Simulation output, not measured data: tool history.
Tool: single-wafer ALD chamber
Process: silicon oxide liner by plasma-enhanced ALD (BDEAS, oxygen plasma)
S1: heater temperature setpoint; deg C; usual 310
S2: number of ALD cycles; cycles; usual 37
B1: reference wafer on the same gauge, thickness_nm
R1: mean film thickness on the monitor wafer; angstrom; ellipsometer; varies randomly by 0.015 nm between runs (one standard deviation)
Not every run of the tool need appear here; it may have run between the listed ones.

run 1 hour=0 | S1=310 S2=37 | B1=3.339 | R1=33.64
run 2 hour=9 | S1=310 S2=37 | B1=3.34 | R1=33.71
run 3 hour=23.7 | S1=310 S2=37 | B1=3.339 | R1=33.91
run 4 hour=38.4 | S1=310 S2=37 | B1=3.34 | R1=33.76
run 5 hour=44.9 | S1=310 S2=31 | B1=3.337 | R1=28.54
run 6 hour=59.3 | S1=310 S2=31 | B1=3.339 | R1=28.51
run 7 hour=66.3 | S1=310 S2=31 | B1=3.341 | R1=28.43
run 8 hour=76.4 | S1=305 S2=37 | B1=3.344 | R1=34.19
run 9 hour=86.3 | S1=305 S2=37 | B1=3.341 | R1=34.24
run 10 hour=101.3 | S1=298 S2=34 | B1=3.342 | R1=32.04
run 11 hour=108.2 | S1=298 S2=34 | B1=3.339 | R1=31.97
run 12 hour=119.8 | S1=298 S2=34 | B1=3.336 | R1=31.71
run 13 hour=128.5 | S1=301 S2=31 | B1=3.339 | R1=28.81
run 14 hour=145.9 | S1=301 S2=31 | B1=3.342 | R1=28.59
run 15 hour=158.8 | S1=301 S2=31 | B1=3.341 | R1=28.78
run 16 hour=166.6 | S1=310 S2=37 | B1=3.346 | R1=33.74
run 17 hour=175.4 | S1=310 S2=37 | B1=3.343 | R1=33.92
run 18 hour=183.4 | S1=310 S2=33 | B1=3.336 | R1=30.01
run 19 hour=189.9 | S1=310 S2=33 | B1=3.342 | R1=30.07
run 20 hour=198.6 | S1=310 S2=37 | B1=3.34 | R1=33.77
run 21 hour=206.2 | S1=310 S2=39 | B1=3.337 | R1=35.38
run 22 hour=219.2 | S1=310 S2=37 | B1=3.341 | R1=33.8
run 23 hour=231.9 | S1=310 S2=37 | B1=3.336 | R1=33.72
run 24 hour=246.1 | S1=304 S2=41 | B1=3.339 | R1=37.78
run 25 hour=257.9 | S1=314 S2=34 | B1=3.342 | R1=30.67
run 26 hour=273 | S1=315 S2=33 | B1=3.338 | R1=29.71
run 27 hour=299.7 | S1=310 S2=35 | B1=3.337 | R1=31.93
run 28 hour=311 | S1=310 S2=37 | B1=3.342 | R1=33.66
run 29 hour=317.6 | S1=295 S2=37 | B1=3.34 | R1=34.77
run 30 hour=332.9 | S1=315 S2=37 | B1=3.34 | R1=33.61
run 31 hour=346.6 | S1=304 S2=42 | B1=3.343 | R1=38.56
run 32 hour=362.2 | S1=318 S2=37 | B1=3.334 | R1=33.32
run 33 hour=374.2 | S1=300 S2=35 | B1=3.341 | R1=32.66
run 34 hour=387.1 | S1=321 S2=32 | B1=3.339 | R1=28.6
run 35 hour=395.9 | S1=297 S2=37 | B1=3.343 | R1=35.05
run 36 hour=402.3 | S1=321 S2=31 | B1=3.338 | R1=27.64
run 37 hour=420.2 | S1=295 S2=33 | B1=3.338 | R1=31.29
run 38 hour=434 | S1=310 S2=32 | B1=3.342 | R1=29.28
run 39 hour=441.9 | S1=301 S2=31 | B1=3.34 | R1=28.75
run 40 hour=448.7 | S1=310 S2=37 | B1=3.338 | R1=33.78
run 41 hour=457.8 | S1=300 S2=37 | B1=3.343 | R1=34.46

Not shown here: 2 entries made in the log between runs. Locate each between two listed runs and compare the hidden state at the listed run before it with the hidden state at the listed run after it:
After run 23, before run 24: thermocouple changed; heater temperature recalibrated (hour 242.4); gauge calibrated (hour 243.7)
  no hidden state differs between the two runs
